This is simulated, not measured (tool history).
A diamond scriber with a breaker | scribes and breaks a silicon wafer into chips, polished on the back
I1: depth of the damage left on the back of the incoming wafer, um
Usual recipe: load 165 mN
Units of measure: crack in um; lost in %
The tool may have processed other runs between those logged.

{"run": 1, "hour": 0.0, "load": 165, "I1": 0.04, "crack": 7.59, "lost": 5.56}
{"run": 2, "hour": 14.0, "load": 205, "I1": 0.04, "crack": 8.85, "lost": 1.48}
{"run": 3, "hour": 38.4, "load": 165, "I1": 0.05, "crack": 7.61, "lost": 5.76}
{"run": 4, "hour": 69.1, "load": 165, "I1": 0.05, "crack": 7.55, "lost": 5.71}
{"run": 5, "hour": 104.2, "load": 165, "I1": 0.04, "crack": 7.61, "lost": 5.84}
{"run": 6, "hour": 131.6, "load": 148, "I1": 0.03, "crack": 7, "lost": 11.7}
{"run": 7, "hour": 152.2, "load": 148, "I1": 0.01, "crack": 6.86, "lost": 11.77}
{"run": 8, "hour": 184.3, "load": 154, "I1": 0.02, "crack": 6.86, "lost": 9.01}
{"run": 9, "hour": 201.8, "load": 196, "I1": 0.01, "crack": 8.57, "lost": 1.81}
{"run": 10, "hour": 228.1, "load": 165, "I1": 0.02, "crack": 7.55, "lost": 6.98}
{"run": 11, "hour": 263.5, "load": 165, "I1": 0.03, "crack": 7.41, "lost": 6.64}
{"run": 12, "hour": 289.9, "load": 142, "I1": 0.02, "crack": 6.74, "lost": 14.79}
{"run": 13, "hour": 314.5, "load": 165, "I1": 0.03, "crack": 7.18, "lost": 6.9}
{"hour": 324.6, "done": "load on the tip recalibrated"}
{"run": 14, "hour": 343.4, "load": 165, "I1": 0.03, "crack": 7.33, "lost": 6.59}
{"run": 15, "hour": 369.9, "load": 165, "I1": 0.03, "crack": 7.32, "lost": 6.75}
{"run": 16, "hour": 385.5, "load": 121, "I1": 0.04, "crack": 5.82, "lost": 27.21}
{"run": 17, "hour": 411.3, "load": 198, "I1": 0.03, "crack": 8.36, "lost": 1.86}
{"run": 18, "hour": 431.8, "load": 122, "I1": 0.03, "crack": 5.78, "lost": 25.58}
{"run": 19, "hour": 454.5, "load": 165, "I1": 0.05, "crack": 7.33, "lost": 7.51}
{"hour": 466.1, "done": "diamond tip replaced by a new one"}
{"run": 20, "hour": 487.5, "load": 136, "I1": 0.03, "crack": 7.58, "lost": 5.34}
{"run": 21, "hour": 518.2, "load": 190, "I1": 0.02, "crack": 9.61, "lost": 2.43}
{"run": 22, "hour": 546.3, "load": 165, "I1": 0.02, "crack": 8.81, "lost": 1.56}
{"run": 23, "hour": 572.1, "load": 182, "I1": 0.02, "crack": 9.32, "lost": 1.6}
{"run": 24, "hour": 591.8, "load": 212, "I1": 0.01, "crack": 10.15, "lost": 4.18}
{"run": 25, "hour": 627.5, "load": 151, "I1": 0.03, "crack": 7.81, "lost": 4.01}
{"run": 26, "hour": 650.4, "load": 165, "I1": 0.04, "crack": 8.34, "lost": 2.16}
{"run": 27, "hour": 672.1, "load": 143, "I1": 0.03, "crack": 7.19, "lost": 6.71}
{"run": 28, "hour": 732.3, "load": 165, "I1": 0.04, "crack": 8.21, "lost": 2.56}

What if the next run were any one of these 5? Each begins from the tool's condition after run 28:
{"run": "A", "hour": 732.8, "load": 165, "I1": 0.02, "crack": "?", "lost": "?"}
{"run": "B", "hour": 732.8, "load": 146, "I1": 0.02, "crack": "?", "lost": "?"}
{"run": "C", "hour": 732.8, "load": 215, "I1": 0.02, "crack": "?", "lost": "?"}
{"run": "D", "hour": 732.8, "load": 188, "I1": 0.02, "crack": "?", "lost": "?"}
{"run": "E", "hour": 732.8, "load": 193, "I1": 0.02, "crack": "?", "lost": "?"}

run=A crack=8.12 lost=2.84
run=B crack=7.42 lost=6.87
run=C crack=9.85 lost=3.32
run=D crack=8.94 lost=1.51
run=E crack=9.11 lost=1.61
Without the tool's unlogged condition, the same runs would have read:
run=A crack=8.88 lost=1.5
run=B crack=8.11 lost=2.9
run=C crack=10.77 lost=7.65
run=D crack=9.77 lost=3.05
run=E crack=9.96 lost=3.72
